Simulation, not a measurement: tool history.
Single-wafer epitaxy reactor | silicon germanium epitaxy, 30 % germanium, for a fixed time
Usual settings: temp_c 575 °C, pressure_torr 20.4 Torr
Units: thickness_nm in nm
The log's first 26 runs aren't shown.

run	hour	temp_c	pressure_torr	wafers since the last listed run	hours since the last pyrometer calibration	hours since the last manometer calibration	hours since the showerhead was replaced	hours since the gauge calibration	read-back reference wafer on the same gauge, thickness_nm	thickness_nm
27	1364.3	563	20.4	949	1010	869.4	154.8	776.2	35.81	32.42
28	1434.9	582	22.5	1055	1080.6	940	225.4	846.8	35.761	46.23
29	1500.7	586	15.7	984	1146.4	1005.8	291.2	912.6	35.737	43.469
30	1526.3	589	22.4	382	1172	1031.4	316.8	938.2	35.678	51.99
31	1590.2	585	20.4	955	1235.9	1095.3	380.7	1002.1	35.672	46.679
32	1659	581	16.5	1028	1304.7	1164.1	449.5	1070.9	35.561	40.886
33	1690.4	583	24.6	469	1336.1	1195.5	480.9	1102.3	35.582	47.891
34	1745.4	575	20.4	822	1391.1	1250.5	535.9	1157.3	35.566	39.212
35	1815.9	565	18.3	1054	1461.6	1321	606.4	1227.8	35.499	31.949
36	1841.5	575	20.4	382	1487.2	1346.6	632	1253.4	35.455	39.349

Forecast each of these 3 alternatives for the next run:
A	1841.9	575	20.4	5	1487.6	1347	632.4	1253.8	?	?
B	1841.9	575	16.9	5	1487.6	1347	632.4	1253.8	?	?
C	1841.9	567	20.4	5	1487.6	1347	632.4	1253.8	?	?

run	read-back reference wafer on the same gauge, thickness_nm	thickness_nm
A	35.407	38.801
B	35.407	36.463
C	35.407	33.819
Without the tool's hidden state the same runs would have given:
run	thickness_nm
A	39.831
B	37.431
C	34.716

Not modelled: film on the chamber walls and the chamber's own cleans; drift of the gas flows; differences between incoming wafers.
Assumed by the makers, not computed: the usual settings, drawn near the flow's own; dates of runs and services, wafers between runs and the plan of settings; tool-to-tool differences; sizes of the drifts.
